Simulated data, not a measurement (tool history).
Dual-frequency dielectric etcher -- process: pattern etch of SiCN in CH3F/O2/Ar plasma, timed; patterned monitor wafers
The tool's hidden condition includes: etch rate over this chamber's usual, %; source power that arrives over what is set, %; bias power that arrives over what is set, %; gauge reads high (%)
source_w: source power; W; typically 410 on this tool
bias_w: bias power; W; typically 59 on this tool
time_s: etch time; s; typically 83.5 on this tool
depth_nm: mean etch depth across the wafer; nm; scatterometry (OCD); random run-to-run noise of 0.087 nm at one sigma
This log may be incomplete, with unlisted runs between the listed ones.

| run | hour | source_w | bias_w | time_s | wafers since the last listed run | hours since the last wet clean | hours since the last source power generator calibration | hours since the last bias power generator calibration | hours since the last upper electrode change | hours since the gauge calibration | read-back reference wafer on the same gauge, depth_nm | depth_nm |
|---|---|---|---|---|---|---|---|---|---|---|---|---|
| 1 | 0 | 360 | 59 | 83.5 | 0 | 481.4 | 3488.6 | 2182.1 | 4951.5 | 502.3 | 36.63 | 28.92 |
| 2 | 81.3 | 410 | 59 | 83.5 | 653 | 562.7 | 3569.9 | 2263.4 | 5032.8 | 583.6 | 36.61 | 29.91 |
|  | 132.2 | wet clean of the chamber |
|  | 173 | gauge calibrated |
| 3 | 182.7 | 410 | 59 | 83.5 | 622 | 50.5 | 3671.3 | 2364.8 | 5134.2 | 9.7 | 36.53 | 30.36 |
| 4 | 239.3 | 410 | 59 | 83.5 | 455 | 107.1 | 3727.9 | 2421.4 | 5190.8 | 66.3 | 36.6 | 30.42 |
| 5 | 279 | 350 | 59 | 83.5 | 319 | 146.8 | 3767.6 | 2461.1 | 5230.5 | 106 | 36.63 | 29.23 |
| 6 | 381.3 | 410 | 59 | 83.5 | 822 | 249.1 | 3869.9 | 2563.4 | 5332.8 | 208.3 | 36.63 | 30.24 |
|  | 452.7 | upper electrode replaced |
| 7 | 453.2 | 410 | 52 | 83.5 | 385 | 321 | 3941.8 | 2635.3 | 0.5 | 280.2 | 36.57 | 28.24 |
| 8 | 536.4 | 470 | 59 | 83.5 | 668 | 404.2 | 4025 | 2718.5 | 83.7 | 363.4 | 36.6 | 31 |
| 9 | 592.7 | 470 | 59 | 83.5 | 452 | 460.5 | 4081.3 | 2774.8 | 140 | 419.7 | 36.61 | 30.88 |
|  | 662.1 | wet clean of the chamber |
| 10 | 683.6 | 410 | 70 | 102.5 | 537 | 21.5 | 4172.2 | 2865.7 | 230.9 | 510.6 | 36.6 | 40.84 |
|  | 697.3 | source power generator calibrated |
|  | 718.9 | bias power generator calibrated |
| 11 | 786.2 | 480 | 69 | 75 | 760 | 124.1 | 88.9 | 67.3 | 333.5 | 613.2 | 36.59 | 30.54 |
| 12 | 874 | 470 | 59 | 83.5 | 705 | 211.9 | 176.7 | 155.1 | 421.3 | 701 | 36.53 | 31.41 |
|  | 897.2 | gauge calibrated |
| 13 | 963.9 | 330 | 66 | 103 | 722 | 301.8 | 266.6 | 245 | 511.2 | 66.7 | 36.61 | 36.96 |
| 14 | 1027.4 | 410 | 68 | 69.5 | 510 | 365.3 | 330.1 | 308.5 | 574.7 | 130.2 | 36.61 | 26.79 |
| 15 | 1093.3 | 410 | 59 | 83.5 | 529 | 431.2 | 396 | 374.4 | 640.6 | 196.1 | 36.57 | 29.91 |
| 16 | 1153 | 410 | 59 | 94 | 479 | 490.9 | 455.7 | 434.1 | 700.3 | 255.8 | 36.6 | 33.68 |
|  | 1233.2 | wet clean of the chamber |
| 17 | 1233.7 | 470 | 69 | 83.5 | 455 | 0.5 | 536.4 | 514.8 | 781 | 336.5 | 36.6 | 33.99 |
| 18 | 1255.5 | 410 | 59 | 83.5 | 175 | 22.3 | 558.2 | 536.6 | 802.8 | 358.3 | 36.58 | 30.44 |

Here are 3 independent what-if runs from the current tool condition. What would each one return?
| A | 1255.9 | 410 | 59 | 83.5 | 3 | 22.7 | 558.6 | 537 | 803.2 | 358.7 | ? | ? |
| B | 1255.9 | 490 | 46 | 83.5 | 3 | 22.7 | 558.6 | 537 | 803.2 | 358.7 | ? | ? |
| C | 1255.9 | 500 | 68 | 66.5 | 3 | 22.7 | 558.6 | 537 | 803.2 | 358.7 | ? | ? |

| run | read-back reference wafer on the same gauge, depth_nm | depth_nm |
|---|---|---|
| A | 36.62 | 30.43 |
| B | 36.62 | 28.27 |
| C | 36.62 | 27.31 |
Without the tool's hidden state the same runs would have given:
| run | depth_nm |
|---|---|
| A | 30.59 |
| B | 28.42 |
| C | 27.46 |

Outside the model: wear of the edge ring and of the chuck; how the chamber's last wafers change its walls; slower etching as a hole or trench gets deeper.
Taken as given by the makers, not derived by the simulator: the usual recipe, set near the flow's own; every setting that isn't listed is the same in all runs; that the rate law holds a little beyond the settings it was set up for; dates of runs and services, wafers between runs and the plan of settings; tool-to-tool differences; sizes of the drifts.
